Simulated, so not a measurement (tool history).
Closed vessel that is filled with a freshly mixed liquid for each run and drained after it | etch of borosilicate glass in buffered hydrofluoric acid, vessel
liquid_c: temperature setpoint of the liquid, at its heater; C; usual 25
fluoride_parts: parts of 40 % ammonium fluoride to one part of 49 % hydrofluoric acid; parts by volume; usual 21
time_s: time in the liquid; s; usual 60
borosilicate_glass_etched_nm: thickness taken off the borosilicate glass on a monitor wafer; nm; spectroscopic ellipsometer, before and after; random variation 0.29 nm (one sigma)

| run | hour | liquid_c | fluoride_parts | time_s | read-back film thickness of the borosilicate glass reference wafer, read on the same gauge (nm) | borosilicate_glass_etched_nm |
|---|---|---|---|---|---|---|
| 1 | 0 | 25 | 21 | 60 | 30 | 38.16 |
| 2 | 26.9 | 25 | 21 | 60 | 30.02 | 38.08 |
|  | 60.5 | gauge calibrated |
| 3 | 97 | 25 | 21 | 60 | 30.02 | 38.23 |
| 4 | 164.3 | 25 | 21 | 60 | 30 | 38.65 |
| 5 | 232.5 | 25 | 21 | 60 | 29.99 | 38.34 |
| 6 | 293.2 | 25 | 21 | 60 | 30 | 38.69 |
| 7 | 326.3 | 25 | 21 | 60 | 30.02 | 38.47 |
| 8 | 353.6 | 25 | 21 | 60 | 30 | 38.83 |
| 9 | 393.5 | 25 | 14.5 | 60 | 30.01 | 55.63 |
| 10 | 434.9 | 25 | 14.5 | 60 | 29.99 | 54.72 |
|  | 444.6 | thermometer replaced |
| 11 | 482.7 | 25 | 13 | 85 | 30.01 | 86.4 |
| 12 | 553.6 | 25 | 16 | 60 | 29.98 | 49.66 |
|  | 589.1 | gauge calibrated |
| 13 | 612.3 | 23.5 | 24 | 35 | 29.98 | 18.88 |
| 14 | 653.5 | 25 | 21 | 60 | 29.99 | 38.48 |

Run 15 comes next. What will it give?
|  | 681.7 | hydrofluoric acid flow meter replaced |
| 15 | 684 | 25 | 24 | 60 | ? | ? |

read-back film thickness of the borosilicate glass reference wafer, read on the same gauge (nm): 30
borosilicate_glass_etched_nm: 34.89 nm
Without the tool's hidden state the same run would have given borosilicate_glass_etched_nm 34.89 nm.
